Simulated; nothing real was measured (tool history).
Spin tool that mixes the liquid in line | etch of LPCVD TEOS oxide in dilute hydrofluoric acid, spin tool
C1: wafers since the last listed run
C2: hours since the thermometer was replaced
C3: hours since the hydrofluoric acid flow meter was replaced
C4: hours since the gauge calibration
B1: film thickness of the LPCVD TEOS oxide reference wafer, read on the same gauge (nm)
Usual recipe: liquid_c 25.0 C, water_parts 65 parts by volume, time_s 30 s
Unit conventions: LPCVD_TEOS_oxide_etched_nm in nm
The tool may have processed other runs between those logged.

run 1 day=0.000 | liquid_c=25.0 water_parts=90 time_s=30 | C1=0 C2=1836.5 C3=658.2 C4=473.8 | B1=80.05 | LPCVD_TEOS_oxide_etched_nm=15.57
run 2 day=2.971 | liquid_c=25.0 water_parts=90 time_s=30 | C1=1197 C2=1907.8 C3=729.5 C4=545.1 | B1=80.01 | LPCVD_TEOS_oxide_etched_nm=15.42
run 3 day=5.608 | liquid_c=25.0 water_parts=65 time_s=30 | C1=1063 C2=1971.1 C3=792.8 C4=608.4 | B1=79.97 | LPCVD_TEOS_oxide_etched_nm=22.21
run 4 day=8.579 | liquid_c=25.0 water_parts=65 time_s=30 | C1=1197 C2=2042.4 C3=864.1 C4=679.7 | B1=79.99 | LPCVD_TEOS_oxide_etched_nm=22.14
run 5 day=9.583 | liquid_c=25.0 water_parts=65 time_s=30 | C1=404 C2=2066.5 C3=888.2 C4=703.8 | B1=79.97 | LPCVD_TEOS_oxide_etched_nm=22.36
run 6 day=12.438 | liquid_c=25.0 water_parts=65 time_s=30 | C1=1150 C2=2135.0 C3=956.7 C4=772.3 | B1=80.01 | LPCVD_TEOS_oxide_etched_nm=22.66
run 7 day=14.612 | liquid_c=25.0 water_parts=75 time_s=30 | C1=876 C2=2187.2 C3=1008.9 C4=824.5 | B1=79.97 | LPCVD_TEOS_oxide_etched_nm=19.07
run 8 day=17.233 | liquid_c=25.0 water_parts=75 time_s=30 | C1=1056 C2=2250.1 C3=1071.8 C4=887.4 | B1=80.01 | LPCVD_TEOS_oxide_etched_nm=19.62
run 9 day=19.208 | liquid_c=25.0 water_parts=75 time_s=30 | C1=796 C2=2297.5 C3=1119.2 C4=934.8 | B1=79.99 | LPCVD_TEOS_oxide_etched_nm=19.28
-- day=19.362 gauge calibrated
run 10 day=20.675 | liquid_c=25.0 water_parts=65 time_s=30 | C1=591 C2=2332.7 C3=1154.4 C4=31.5 | B1=79.97 | LPCVD_TEOS_oxide_etched_nm=23.19
run 11 day=21.929 | liquid_c=25.0 water_parts=65 time_s=25 | C1=505 C2=2362.8 C3=1184.5 C4=61.6 | B1=80.06 | LPCVD_TEOS_oxide_etched_nm=19.08
run 12 day=23.950 | liquid_c=25.0 water_parts=65 time_s=25 | C1=814 C2=2411.3 C3=1233.0 C4=110.1 | B1=79.96 | LPCVD_TEOS_oxide_etched_nm=19.01
run 13 day=26.838 | liquid_c=21.0 water_parts=65 time_s=15 | C1=1163 C2=2480.6 C3=1302.3 C4=179.4 | B1=80.01 | LPCVD_TEOS_oxide_etched_nm=9.64
-- day=28.042 thermometer replaced
run 14 day=28.204 | liquid_c=25.0 water_parts=80 time_s=30 | C1=534 C2=3.9 C3=1335.1 C4=212.2 | B1=80.01 | LPCVD_TEOS_oxide_etched_nm=18.18
run 15 day=29.967 | liquid_c=25.0 water_parts=65 time_s=30 | C1=710 C2=46.2 C3=1377.4 C4=254.5 | B1=79.99 | LPCVD_TEOS_oxide_etched_nm=22.80
run 16 day=31.658 | liquid_c=27.5 water_parts=40 time_s=15 | C1=681 C2=86.8 C3=1418.0 C4=295.1 | B1=80.03 | LPCVD_TEOS_oxide_etched_nm=21.26
run 17 day=33.171 | liquid_c=25.0 water_parts=65 time_s=30 | C1=609 C2=123.1 C3=1454.3 C4=331.4 | B1=80.00 | LPCVD_TEOS_oxide_etched_nm=22.90
run 18 day=35.975 | liquid_c=25.0 water_parts=75 time_s=30 | C1=1130 C2=190.4 C3=1521.6 C4=398.7 | B1=80.00 | LPCVD_TEOS_oxide_etched_nm=20.11
run 19 day=37.996 | liquid_c=25.0 water_parts=40 time_s=30 | C1=814 C2=238.9 C3=1570.1 C4=447.2 | B1=79.98 | LPCVD_TEOS_oxide_etched_nm=38.44
run 20 day=39.196 | liquid_c=25.0 water_parts=65 time_s=30 | C1=483 C2=267.7 C3=1598.9 C4=476.0 | B1=80.01 | LPCVD_TEOS_oxide_etched_nm=23.22
-- day=39.642 hydrofluoric acid flow meter replaced
run 21 day=41.021 | liquid_c=29.5 water_parts=80 time_s=50 | C1=718 C2=311.5 C3=33.1 C4=519.8 | B1=80.01 | LPCVD_TEOS_oxide_etched_nm=33.44
run 22 day=43.379 | liquid_c=22.5 water_parts=65 time_s=45 | C1=950 C2=368.1 C3=89.7 C4=576.4 | B1=79.98 | LPCVD_TEOS_oxide_etched_nm=28.60
run 23 day=46.175 | liquid_c=27.5 water_parts=40 time_s=30 | C1=1126 C2=435.2 C3=156.8 C4=643.5 | B1=79.99 | LPCVD_TEOS_oxide_etched_nm=39.59
run 24 day=48.804 | liquid_c=27.5 water_parts=90 time_s=40 | C1=1059 C2=498.3 C3=219.9 C4=706.6 | B1=80.07 | LPCVD_TEOS_oxide_etched_nm=22.15
run 25 day=51.367 | liquid_c=25.0 water_parts=65 time_s=30 | C1=1032 C2=559.8 C3=281.4 C4=768.1 | B1=80.02 | LPCVD_TEOS_oxide_etched_nm=21.35

Branching from run 25: 5 alternative next runs. What would each branch give?
run A day=51.383 | liquid_c=29.0 water_parts=65 time_s=30 | C1=6 C2=560.2 C3=281.8 C4=768.5 | B1=? | LPCVD_TEOS_oxide_etched_nm=?
run B day=51.383 | liquid_c=25.0 water_parts=50 time_s=50 | C1=6 C2=560.2 C3=281.8 C4=768.5 | B1=? | LPCVD_TEOS_oxide_etched_nm=?
run C day=51.383 | liquid_c=25.0 water_parts=75 time_s=50 | C1=6 C2=560.2 C3=281.8 C4=768.5 | B1=? | LPCVD_TEOS_oxide_etched_nm=?
run D day=51.383 | liquid_c=29.5 water_parts=90 time_s=45 | C1=6 C2=560.2 C3=281.8 C4=768.5 | B1=? | LPCVD_TEOS_oxide_etched_nm=?
run E day=51.383 | liquid_c=23.5 water_parts=65 time_s=45 | C1=6 C2=560.2 C3=281.8 C4=768.5 | B1=? | LPCVD_TEOS_oxide_etched_nm=?

run=A B1=80.01 LPCVD_TEOS_oxide_etched_nm=25.00
run=B B1=80.01 LPCVD_TEOS_oxide_etched_nm=47.14
run=C B1=80.01 LPCVD_TEOS_oxide_etched_nm=30.42
run=D B1=80.01 LPCVD_TEOS_oxide_etched_nm=26.66
run=E B1=80.01 LPCVD_TEOS_oxide_etched_nm=30.10
Had the tool no hidden state, the same runs would have come out as:
run=A LPCVD_TEOS_oxide_etched_nm=24.21
run=B LPCVD_TEOS_oxide_etched_nm=45.68
run=C LPCVD_TEOS_oxide_etched_nm=29.45
run=D LPCVD_TEOS_oxide_etched_nm=25.80
run=E LPCVD_TEOS_oxide_etched_nm=29.16
